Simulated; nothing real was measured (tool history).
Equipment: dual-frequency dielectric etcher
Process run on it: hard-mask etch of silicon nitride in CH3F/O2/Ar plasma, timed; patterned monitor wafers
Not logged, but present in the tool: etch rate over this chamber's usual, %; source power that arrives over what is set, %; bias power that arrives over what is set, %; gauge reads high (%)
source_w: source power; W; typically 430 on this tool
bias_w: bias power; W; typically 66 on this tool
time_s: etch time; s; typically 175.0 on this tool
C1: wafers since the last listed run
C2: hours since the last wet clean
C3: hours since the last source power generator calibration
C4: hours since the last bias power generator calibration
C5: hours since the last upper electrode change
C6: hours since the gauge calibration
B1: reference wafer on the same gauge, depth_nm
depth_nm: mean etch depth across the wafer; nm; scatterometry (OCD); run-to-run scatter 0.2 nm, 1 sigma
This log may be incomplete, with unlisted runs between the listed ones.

{"run": 1, "hour": 0.0, "source_w": 430, "bias_w": 66, "time_s": 175.0, "C1": 0, "C2": 144.1, "C3": 1889.8, "C4": 2775.6, "C5": 4605.2, "C6": 314.9, "B1": 105, "depth_nm": 125.1}
{"run": 2, "hour": 24.6, "source_w": 430, "bias_w": 66, "time_s": 175.0, "C1": 248, "C2": 168.7, "C3": 1914.4, "C4": 2800.2, "C5": 4629.8, "C6": 339.5, "B1": 105, "depth_nm": 125.2}
{"run": 3, "hour": 48.5, "source_w": 430, "bias_w": 66, "time_s": 175.0, "C1": 241, "C2": 192.6, "C3": 1938.3, "C4": 2824.1, "C5": 4653.7, "C6": 363.4, "B1": 105, "depth_nm": 125.2}
{"run": 4, "hour": 61.0, "source_w": 430, "bias_w": 66, "time_s": 175.0, "C1": 126, "C2": 205.1, "C3": 1950.8, "C4": 2836.6, "C5": 4666.2, "C6": 375.9, "B1": 105, "depth_nm": 125.0}
{"run": 5, "hour": 96.7, "source_w": 470, "bias_w": 76, "time_s": 175.0, "C1": 361, "C2": 240.8, "C3": 1986.5, "C4": 2872.3, "C5": 4701.9, "C6": 411.6, "B1": 105, "depth_nm": 133.9}
{"run": 6, "hour": 113.8, "source_w": 430, "bias_w": 66, "time_s": 175.0, "C1": 172, "C2": 257.9, "C3": 2003.6, "C4": 2889.4, "C5": 4719.0, "C6": 428.7, "B1": 105, "depth_nm": 125.0}
{"run": 7, "hour": 139.9, "source_w": 430, "bias_w": 66, "time_s": 175.0, "C1": 264, "C2": 284.0, "C3": 2029.7, "C4": 2915.5, "C5": 4745.1, "C6": 454.8, "B1": 105, "depth_nm": 124.9}
{"run": 8, "hour": 159.7, "source_w": 430, "bias_w": 66, "time_s": 175.0, "C1": 200, "C2": 303.8, "C3": 2049.5, "C4": 2935.3, "C5": 4764.9, "C6": 474.6, "B1": 105, "depth_nm": 125.1}
{"run": 9, "hour": 181.7, "source_w": 430, "bias_w": 66, "time_s": 157.0, "C1": 222, "C2": 325.8, "C3": 2071.5, "C4": 2957.3, "C5": 4786.9, "C6": 496.6, "B1": 105, "depth_nm": 112.1}
{"run": 10, "hour": 206.5, "source_w": 430, "bias_w": 66, "time_s": 157.0, "C1": 250, "C2": 350.6, "C3": 2096.3, "C4": 2982.1, "C5": 4811.7, "C6": 521.4, "B1": 105, "depth_nm": 112.5}
{"run": 11, "hour": 235.6, "source_w": 430, "bias_w": 66, "time_s": 157.0, "C1": 294, "C2": 379.7, "C3": 2125.4, "C4": 3011.2, "C5": 4840.8, "C6": 550.5, "B1": 105, "depth_nm": 112.0}
{"run": 12, "hour": 248.2, "source_w": 430, "bias_w": 66, "time_s": 175.0, "C1": 127, "C2": 392.3, "C3": 2138.0, "C4": 3023.8, "C5": 4853.4, "C6": 563.1, "B1": 105, "depth_nm": 125.0}
{"hour": 265.4, "done": "bias power generator calibrated"}
{"run": 13, "hour": 298.1, "source_w": 430, "bias_w": 66, "time_s": 175.0, "C1": 464, "C2": 442.2, "C3": 2187.9, "C4": 32.7, "C5": 4903.3, "C6": 613.0, "B1": 105, "depth_nm": 124.6}
{"hour": 299.8, "done": "gauge calibrated"}
{"run": 14, "hour": 317.0, "source_w": 430, "bias_w": 75, "time_s": 175.0, "C1": 191, "C2": 461.1, "C3": 2206.8, "C4": 51.6, "C5": 4922.2, "C6": 17.2, "B1": 105, "depth_nm": 128.8}
{"run": 15, "hour": 339.6, "source_w": 430, "bias_w": 66, "time_s": 145.5, "C1": 228, "C2": 483.7, "C3": 2229.4, "C4": 74.2, "C5": 4944.8, "C6": 39.8, "B1": 105, "depth_nm": 103.6}
{"run": 16, "hour": 353.3, "source_w": 370, "bias_w": 52, "time_s": 226.0, "C1": 138, "C2": 497.4, "C3": 2243.1, "C4": 87.9, "C5": 4958.5, "C6": 53.5, "B1": 105, "depth_nm": 144.2}
{"run": 17, "hour": 384.7, "source_w": 430, "bias_w": 66, "time_s": 175.0, "C1": 317, "C2": 528.8, "C3": 2274.5, "C4": 119.3, "C5": 4989.9, "C6": 84.9, "B1": 105, "depth_nm": 125.1}
{"run": 18, "hour": 406.8, "source_w": 430, "bias_w": 66, "time_s": 175.0, "C1": 223, "C2": 550.9, "C3": 2296.6, "C4": 141.4, "C5": 5012.0, "C6": 107.0, "B1": 105, "depth_nm": 125.0}
{"hour": 429.6, "done": "source power generator calibrated"}
{"hour": 432.6, "done": "upper electrode replaced"}
{"run": 19, "hour": 437.2, "source_w": 380, "bias_w": 72, "time_s": 130.5, "C1": 236, "C2": 581.3, "C3": 7.6, "C4": 171.8, "C5": 4.6, "C6": 137.4, "B1": 105, "depth_nm": 93.1}
{"run": 20, "hour": 470.1, "source_w": 470, "bias_w": 66, "time_s": 175.0, "C1": 332, "C2": 614.2, "C3": 40.5, "C4": 204.7, "C5": 37.5, "C6": 170.3, "B1": 105, "depth_nm": 132.7}
{"hour": 510.1, "done": "wet clean of the chamber"}
{"run": 21, "hour": 510.6, "source_w": 430, "bias_w": 66, "time_s": 175.0, "C1": 166, "C2": 0.5, "C3": 81.0, "C4": 245.2, "C5": 78.0, "C6": 210.8, "B1": 105, "depth_nm": 126.7}
{"run": 22, "hour": 525.9, "source_w": 370, "bias_w": 66, "time_s": 188.5, "C1": 154, "C2": 15.8, "C3": 96.3, "C4": 260.5, "C5": 93.3, "C6": 226.1, "B1": 105, "depth_nm": 128.9}
{"run": 23, "hour": 554.4, "source_w": 480, "bias_w": 66, "time_s": 158.0, "C1": 288, "C2": 44.3, "C3": 124.8, "C4": 289.0, "C5": 121.8, "C6": 254.6, "B1": 105, "depth_nm": 119.4}
{"run": 24, "hour": 576.7, "source_w": 430, "bias_w": 66, "time_s": 175.0, "C1": 225, "C2": 66.6, "C3": 147.1, "C4": 311.3, "C5": 144.1, "C6": 276.9, "B1": 105, "depth_nm": 127.0}
{"run": 25, "hour": 601.4, "source_w": 430, "bias_w": 66, "time_s": 175.0, "C1": 249, "C2": 91.3, "C3": 171.8, "C4": 336.0, "C5": 168.8, "C6": 301.6, "B1": 105, "depth_nm": 127.1}
{"run": 26, "hour": 620.0, "source_w": 430, "bias_w": 60, "time_s": 144.0, "C1": 188, "C2": 109.9, "C3": 190.4, "C4": 354.6, "C5": 187.4, "C6": 320.2, "B1": 105, "depth_nm": 102.4}
{"run": 27, "hour": 648.0, "source_w": 320, "bias_w": 72, "time_s": 145.0, "C1": 283, "C2": 137.9, "C3": 218.4, "C4": 382.6, "C5": 215.4, "C6": 348.2, "B1": 105, "depth_nm": 96.3}
{"run": 28, "hour": 662.9, "source_w": 470, "bias_w": 61, "time_s": 175.0, "C1": 150, "C2": 152.8, "C3": 233.3, "C4": 397.5, "C5": 230.3, "C6": 363.1, "B1": 105, "depth_nm": 129.6}
{"run": 29, "hour": 675.5, "source_w": 350, "bias_w": 71, "time_s": 209.5, "C1": 127, "C2": 165.4, "C3": 245.9, "C4": 410.1, "C5": 242.9, "C6": 375.7, "B1": 105, "depth_nm": 143.1}
{"run": 30, "hour": 706.1, "source_w": 430, "bias_w": 66, "time_s": 175.0, "C1": 309, "C2": 196.0, "C3": 276.5, "C4": 440.7, "C5": 273.5, "C6": 406.3, "B1": 105, "depth_nm": 127.4}

Below, some changes in depth_nm between adjacent runs. For each, the amount present without the hidden state too (settings, incoming material, random variation) and the amount remaining for the hidden state with gauge scatter not shared by both compared results:
Run 15 -> 16: source_w 430 -> 370, bias_w 66 -> 52, time_s 145.5 -> 226.0. depth_nm +40.6 nm: hidden state -0.6, all else +41.2.
Run 18 -> 19: source_w 430 -> 380, bias_w 66 -> 72, time_s 175.0 -> 130.5, source power generator calibrated, upper electrode replaced. depth_nm -31.9 nm: hidden state +2.8, all else -34.7.
Run 19 -> 20: source_w 380 -> 470, bias_w 72 -> 66, time_s 130.5 -> 175.0. depth_nm +39.6 nm: hidden state +0.4, all else +39.2.
Run 20 -> 21: source_w 470 -> 430, wet clean of the chamber. depth_nm -6.0 nm: hidden state -1.3, all else -4.7.
Run 27 -> 28: source_w 320 -> 470, bias_w 72 -> 61, time_s 145.0 -> 175.0. depth_nm +33.3 nm: hidden state +0.1, all else +33.2.
